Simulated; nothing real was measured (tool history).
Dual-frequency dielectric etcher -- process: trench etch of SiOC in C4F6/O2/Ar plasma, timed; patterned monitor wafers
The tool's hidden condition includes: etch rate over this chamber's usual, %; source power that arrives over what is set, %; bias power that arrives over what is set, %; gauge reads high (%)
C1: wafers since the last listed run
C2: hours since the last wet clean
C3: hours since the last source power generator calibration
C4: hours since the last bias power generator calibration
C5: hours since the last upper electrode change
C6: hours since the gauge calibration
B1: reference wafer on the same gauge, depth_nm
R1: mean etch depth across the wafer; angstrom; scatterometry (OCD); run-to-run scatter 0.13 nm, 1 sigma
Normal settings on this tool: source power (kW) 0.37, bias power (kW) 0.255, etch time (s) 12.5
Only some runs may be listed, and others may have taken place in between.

{"run": 1, "hour": 0.0, "source power (kW)": 0.32, "bias power (kW)": 0.255, "etch time (s)": 12.5, "C1": 0, "C2": 329.9, "C3": 2817.3, "C4": 3849.3, "C5": 4604.6, "C6": 154.6, "B1": 22.77, "R1": 256}
{"run": 2, "hour": 14.5, "source power (kW)": 0.37, "bias power (kW)": 0.255, "etch time (s)": 12.5, "C1": 257, "C2": 344.4, "C3": 2831.8, "C4": 3863.8, "C5": 4619.1, "C6": 169.1, "B1": 22.77, "R1": 270.1}
{"run": 3, "hour": 21.9, "source power (kW)": 0.37, "bias power (kW)": 0.255, "etch time (s)": 12.5, "C1": 131, "C2": 351.8, "C3": 2839.2, "C4": 3871.2, "C5": 4626.5, "C6": 176.5, "B1": 22.82, "R1": 270.5}
{"run": 4, "hour": 32.6, "source power (kW)": 0.33, "bias power (kW)": 0.255, "etch time (s)": 12.5, "C1": 189, "C2": 362.5, "C3": 2849.9, "C4": 3881.9, "C5": 4637.2, "C6": 187.2, "B1": 22.8, "R1": 260.1}
{"run": 5, "hour": 40.9, "source power (kW)": 0.37, "bias power (kW)": 0.255, "etch time (s)": 12.5, "C1": 147, "C2": 370.8, "C3": 2858.2, "C4": 3890.2, "C5": 4645.5, "C6": 195.5, "B1": 22.76, "R1": 269.2}
{"run": 6, "hour": 52.9, "source power (kW)": 0.37, "bias power (kW)": 0.255, "etch time (s)": 12.5, "C1": 212, "C2": 382.8, "C3": 2870.2, "C4": 3902.2, "C5": 4657.5, "C6": 207.5, "B1": 22.8, "R1": 267.8}
{"run": 7, "hour": 62.5, "source power (kW)": 0.37, "bias power (kW)": 0.235, "etch time (s)": 12.5, "C1": 170, "C2": 392.4, "C3": 2879.8, "C4": 3911.8, "C5": 4667.1, "C6": 217.1, "B1": 22.78, "R1": 262.5}
{"run": 8, "hour": 79.2, "source power (kW)": 0.37, "bias power (kW)": 0.255, "etch time (s)": 9.5, "C1": 296, "C2": 409.1, "C3": 2896.5, "C4": 3928.5, "C5": 4683.8, "C6": 233.8, "B1": 22.79, "R1": 206.3}
{"run": 9, "hour": 88.2, "source power (kW)": 0.37, "bias power (kW)": 0.255, "etch time (s)": 9.5, "C1": 159, "C2": 418.1, "C3": 2905.5, "C4": 3937.5, "C5": 4692.8, "C6": 242.8, "B1": 22.84, "R1": 204.2}
{"hour": 92.1, "done": "gauge calibrated"}
{"hour": 119.3, "done": "wet clean of the chamber"}
{"hour": 121.1, "done": "source power generator calibrated"}
{"run": 10, "hour": 121.6, "source power (kW)": 0.37, "bias power (kW)": 0.255, "etch time (s)": 9.5, "C1": 134, "C2": 2.3, "C3": 0.5, "C4": 3970.9, "C5": 4726.2, "C6": 29.5, "B1": 22.78, "R1": 214.6}
{"run": 11, "hour": 121.9, "source power (kW)": 0.37, "bias power (kW)": 0.255, "etch time (s)": 15, "C1": 5, "C2": 2.6, "C3": 0.8, "C4": 3971.2, "C5": 4726.5, "C6": 29.8, "B1": 22.82, "R1": 335.7}
{"run": 12, "hour": 133.9, "source power (kW)": 0.37, "bias power (kW)": 0.255, "etch time (s)": 12.5, "C1": 212, "C2": 14.6, "C3": 12.8, "C4": 3983.2, "C5": 4738.5, "C6": 41.8, "B1": 22.77, "R1": 281.9}
{"run": 13, "hour": 140.5, "source power (kW)": 0.37, "bias power (kW)": 0.255, "etch time (s)": 16.5, "C1": 117, "C2": 21.2, "C3": 19.4, "C4": 3989.8, "C5": 4745.1, "C6": 48.4, "B1": 22.83, "R1": 370.7}
{"run": 14, "hour": 151.2, "source power (kW)": 0.29, "bias power (kW)": 0.197, "etch time (s)": 12.5, "C1": 189, "C2": 31.9, "C3": 30.1, "C4": 4000.5, "C5": 4755.8, "C6": 59.1, "B1": 22.83, "R1": 239.4}
{"run": 15, "hour": 159.6, "source power (kW)": 0.29, "bias power (kW)": 0.271, "etch time (s)": 12.5, "C1": 148, "C2": 40.3, "C3": 38.5, "C4": 4008.9, "C5": 4764.2, "C6": 67.5, "B1": 22.82, "R1": 259.5}
{"hour": 174.3, "done": "bias power generator calibrated"}
{"hour": 193.7, "done": "upper electrode replaced"}
{"run": 16, "hour": 194.2, "source power (kW)": 0.29, "bias power (kW)": 0.236, "etch time (s)": 14, "C1": 198, "C2": 74.9, "C3": 73.1, "C4": 19.9, "C5": 0.5, "C6": 102.1, "B1": 22.82, "R1": 278.9}
{"run": 17, "hour": 194.6, "source power (kW)": 0.37, "bias power (kW)": 0.277, "etch time (s)": 11, "C1": 7, "C2": 75.3, "C3": 73.5, "C4": 20.3, "C5": 0.9, "C6": 102.5, "B1": 22.8, "R1": 250.5}
{"run": 18, "hour": 197.9, "source power (kW)": 0.37, "bias power (kW)": 0.255, "etch time (s)": 12.5, "C1": 58, "C2": 78.6, "C3": 76.8, "C4": 23.6, "C5": 4.2, "C6": 105.8, "B1": 22.73, "R1": 280.1}
{"run": 19, "hour": 205.2, "source power (kW)": 0.37, "bias power (kW)": 0.255, "etch time (s)": 12.5, "C1": 129, "C2": 85.9, "C3": 84.1, "C4": 30.9, "C5": 11.5, "C6": 113.1, "B1": 22.78, "R1": 276.2}
{"run": 20, "hour": 214.7, "source power (kW)": 0.43, "bias power (kW)": 0.221, "etch time (s)": 12.5, "C1": 168, "C2": 95.4, "C3": 93.6, "C4": 40.4, "C5": 21, "C6": 122.6, "B1": 22.77, "R1": 283.9}
{"run": 21, "hour": 222.1, "source power (kW)": 0.43, "bias power (kW)": 0.201, "etch time (s)": 14, "C1": 131, "C2": 102.8, "C3": 101, "C4": 47.8, "C5": 28.4, "C6": 130, "B1": 22.8, "R1": 311.6}

Estimate the outcome of run 22 from the log above:
{"run": 22, "hour": 231.3, "source power (kW)": 0.37, "bias power (kW)": 0.31, "etch time (s)": 9, "C1": 163, "C2": 112, "C3": 110.2, "C4": 57, "C5": 37.6, "C6": 139.2, "B1": "?", "R1": "?"}

Run 22 yielded B1 22.79, R1 211.2 angstrom.
On a tool with no hidden condition, and with the same random variation, this run would have come out at R1 213.7 angstrom.

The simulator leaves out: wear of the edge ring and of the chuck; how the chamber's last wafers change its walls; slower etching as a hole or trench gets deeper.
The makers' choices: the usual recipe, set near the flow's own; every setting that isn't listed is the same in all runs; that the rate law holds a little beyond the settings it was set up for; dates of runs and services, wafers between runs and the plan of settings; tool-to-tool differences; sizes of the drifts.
